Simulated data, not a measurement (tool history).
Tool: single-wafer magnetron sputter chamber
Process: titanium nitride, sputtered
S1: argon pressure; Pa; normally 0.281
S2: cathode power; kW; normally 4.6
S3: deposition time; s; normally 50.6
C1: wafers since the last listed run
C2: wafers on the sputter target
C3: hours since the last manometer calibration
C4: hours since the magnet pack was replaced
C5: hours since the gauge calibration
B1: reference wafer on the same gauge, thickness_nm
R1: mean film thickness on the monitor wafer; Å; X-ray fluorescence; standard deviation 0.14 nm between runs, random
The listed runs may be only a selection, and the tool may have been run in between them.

run    hour     S1    S2    S3    C1     C2      C3       C4      C5      B1      R1
  1       0  0.281   4.6  50.6     0   8778  1834.3     9966   912.7  50.678  420.93
  2    58.9  0.281   4.6  50.6  1293  10072  1893.2  10024.9   971.6  50.704  420.96
  3   141.9  0.281   5.1  50.6  1822  11895  1976.2  10107.9  1054.6  50.698  463.54
      161.8  -- sputter target and shields replaced
      186.8  -- capacitance manometer re-zeroed and calibrated
  4   232.6  0.281   5.1  50.6  1640   1378    45.8  10198.6  1145.3  50.708  476.24
  5   325.7  0.281   5.1  50.6  2044   3423   138.9  10291.7  1238.4  50.703  475.11
  6   431.9  0.319   4.6  45.7  2332   5756   245.1  10397.9  1344.6  50.682   382.4
  7   508.1  0.329   3.9  50.6  1673   7429   321.3  10474.1  1420.8  50.724  352.07
  8   575.3  0.333  3.75  50.6  1475   8905   388.5  10541.3    1488    50.7  337.72
  9   636.6  0.281  3.75  50.6  1346  10251   449.8  10602.6  1549.3  50.723  341.79
      686.5  -- sputter target and shields replaced
 10   916.9  0.281  3.75  50.6  5980   5061   730.1  10882.9  1829.6  50.716  349.26
 11   956.3  0.281  3.75  50.6   865   5926   769.5  10922.3    1869  50.673   348.9
 12  1058.7  0.194   4.6  50.6  2249   8175   871.9  11024.7  1971.4   50.69   439.1
 13    1143  0.194   4.6  50.6  1851  10026   956.2    11109  2055.7  50.664  439.43
     1143.6  -- gauge calibrated
 14    1188  0.281   4.6  50.6   988  11015  1001.2    11154    44.4  50.697  420.32
     1276.5  -- sputter target and shields replaced
 15    1495  0.281   4.6  50.6  6566   4798  1308.2    11461   351.4  50.701  422.86
 16  1571.1  0.331   5.5  56.6  1671   6469  1384.3  11537.1   427.5  50.701  555.75
 17  1649.2  0.219  4.05  43.3  1715   8184  1462.4  11615.2   505.6  50.702  324.92
 18  1718.4  0.391   4.6  41.2  1519   9704  1531.6  11684.4   574.8  50.686  328.06
     1785.8  -- magnet pack replaced
 19  1824.9  0.281     4  57.9  2163  11868  1638.1     39.1   681.3  50.688  415.58
 20    1869  0.317  5.55  41.4   968  12836  1682.2     83.2   725.4  50.709  405.35
     1880.4  -- sputter target and shields replaced
 21  1964.1  0.186  3.75    45  1912   1839  1777.3    178.3   820.5   50.69  321.95
     2055.4  -- capacitance manometer re-zeroed and calibrated
 22  2057.8  0.281   4.6  50.6  1882   3721     2.4      272   914.2  50.697  431.72
 23  2134.5  0.281   4.6  50.6  1684   5405    79.1    348.7   990.9  50.709  428.49
 24  2174.2  0.206  5.75  58.4   871   6277   118.8    388.4  1030.6  50.694  639.33
 25    2247  0.389  3.95  60.5  1598   7876   191.6    461.2  1103.4  50.728  418.62
 26  2316.4  0.191   4.6  50.6  1524   9400     261    530.6  1172.8  50.721   440.1
 27  2400.4  0.359   4.2  44.5  1844  11245     345    614.6  1256.8  50.736  329.21
 28  2489.7  0.281  3.65  59.8  1961  13207   434.3    703.9  1346.1  50.701  396.91
     2503.3  -- sputter target and shields replaced
 29  2530.9  0.376   4.6    57   729    605   475.5    745.1  1387.3  50.674  467.97
 30  2767.7  0.281   4.6  50.6  5200   5806   712.3    981.9  1624.1  50.714  427.62
 31  2830.3  0.281   5.6    43  1374   7181   774.9   1044.5  1686.7  50.705  438.87

Branching from run 31: 3 alternative next runs. What would each branch give?
  A  2830.7  0.281  4.6  50.6   8  7190  775.3  1044.9  1687.1   ?   ?
  B  2830.7  0.281  5.3  50.6   8  7190  775.3  1044.9  1687.1   ?   ?
  C  2830.7  0.281  5.4  42.2   8  7190  775.3  1044.9  1687.1   ?   ?

run      B1      R1
  A  50.666  425.28
  B  50.666  489.99
  C  50.666  416.36
Take away the tool's hidden state, keep each run's random variation, and the runs would have read:
run      R1
  A  435.69
  B  501.98
  C  426.55
